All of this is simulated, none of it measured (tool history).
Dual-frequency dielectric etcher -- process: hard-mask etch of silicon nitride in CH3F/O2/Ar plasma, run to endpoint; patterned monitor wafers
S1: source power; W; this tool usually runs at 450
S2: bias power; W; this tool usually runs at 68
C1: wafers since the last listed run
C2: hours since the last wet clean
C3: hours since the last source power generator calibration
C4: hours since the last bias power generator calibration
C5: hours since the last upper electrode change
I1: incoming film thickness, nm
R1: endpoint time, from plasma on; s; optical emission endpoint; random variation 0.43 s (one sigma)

run    hour   S1  S2    C1     C2      C3      C4      C5    I1    R1
  1     0.0  450  68     0  443.8  2065.0  3444.6  4133.9  54.0  66.4
       69.0  -- wet clean of the chamber
  2    90.7  450  68   934   21.7  2155.7  3535.3  4224.6  53.9  69.3
  3   141.3  450  68   708   72.3  2206.3  3585.9  4275.2  53.9  68.4
  4   189.4  520  57   673  120.4  2254.4  3634.0  4323.3  53.6  71.0
  5   242.5  520  57   743  173.5  2307.5  3687.1  4376.4  53.7  70.8
  6   284.1  450  68   582  215.1  2349.1  3728.7  4418.0  53.1  66.7
  7   317.0  450  63   460  248.0  2382.0  3761.6  4450.9  53.0  69.0
  8   476.5  450  68  2234  407.5  2541.5  3921.1  4610.4  53.7  66.3
      529.5  -- wet clean of the chamber
      593.9  -- upper electrode replaced
  9   679.6  450  68  2172  150.1  2744.6  4124.2    85.7  53.1  67.0
 10   736.0  450  68   789  206.5  2801.0  4180.6   142.1  53.1  67.2
 11   890.6  450  68  2165  361.1  2955.6  4335.2   296.7  54.0  67.9
 12   949.8  410  55   829  420.3  3014.8  4394.4   355.9  53.0  74.1
 13   979.0  410  55   408  449.5  3044.0  4423.6   385.1  53.3  74.4
     1056.5  -- wet clean of the chamber
 14  1057.0  380  80   756    0.5  3122.0  4501.6   463.1  53.3  65.4
 15  1085.2  410  56   394   28.7  3150.2  4529.8   491.3  53.3  75.8
     1094.8  -- source power generator calibrated
 16  1115.4  450  61   366   58.9    20.6  4560.0   521.5  53.5  72.2
 17  1159.6  520  53   619  103.1    64.8  4604.2   565.7  53.3  73.3
 18  1203.1  420  83   609  146.6   108.3  4647.7   609.2  53.4  62.0
 19  1273.8  410  55   990  217.3   179.0  4718.4   679.9  53.5  76.0
     1283.3  -- bias power generator calibrated
 20  1323.1  450  68   634  266.6   228.3    39.8   729.2  54.0  67.6
 21  1391.8  450  68   962  335.3   297.0   108.5   797.9  53.7  66.8
 22  1423.7  450  68   446  367.2   328.9   140.4   829.8  53.3  66.3
 23  1457.1  450  68   467  400.6   362.3   173.8   863.2  53.7  66.4
 24  1496.9  530  74   557  440.4   402.1   213.6   903.0  53.9  61.3
 25  1558.5  390  61   862  502.0   463.7   275.2   964.6  53.2  70.3
 26  1616.8  500  53   816  560.3   522.0   333.5  1022.9  53.1  71.2
     1648.3  -- wet clean of the chamber
 27  1679.2  410  55   537   30.9   584.4   395.9  1085.3  53.8  78.6
 28  1705.8  450  68   372   57.5   611.0   422.5  1111.9  53.3  69.2
 29  1756.9  500  59   715  108.6   662.1   473.6  1163.0  53.3  71.4
 30  1791.1  480  74   479  142.8   696.3   507.8  1197.2  53.5  64.4
 31  1996.1  450  73  2871  347.8   901.3   712.8  1402.2  53.3  64.5
 32  2035.1  340  59   546  386.8   940.3   751.8  1441.2  53.6  75.7
 33  2077.8  370  82   598  429.5   983.0   794.5  1483.9  52.7  62.1
 34  2117.4  490  79   554  469.1  1022.6   834.1  1523.5  53.4  60.7
     2160.7  -- wet clean of the chamber
 35  2165.5  390  77   337    4.8  1070.7   882.2  1571.6  53.1  66.7
 36  2226.3  450  68   851   65.6  1131.5   943.0  1632.4  53.3  67.9

What if the next run were any one of these 3? Each begins from the tool's condition after run 36:
  A  2226.7  450  68   5  66.0  1131.9  943.4  1632.8  52.8   ?
  B  2226.7  500  68   5  66.0  1131.9  943.4  1632.8  52.8   ?
  C  2226.7  450  80   5  66.0  1131.9  943.4  1632.8  52.8   ?

run    R1
  A  67.0
  B  65.4
  C  62.2
The same runs, with their run-to-run variation unchanged, on a tool lacking any hidden condition would have given:
run    R1
  A  67.5
  B  65.9
  C  62.6
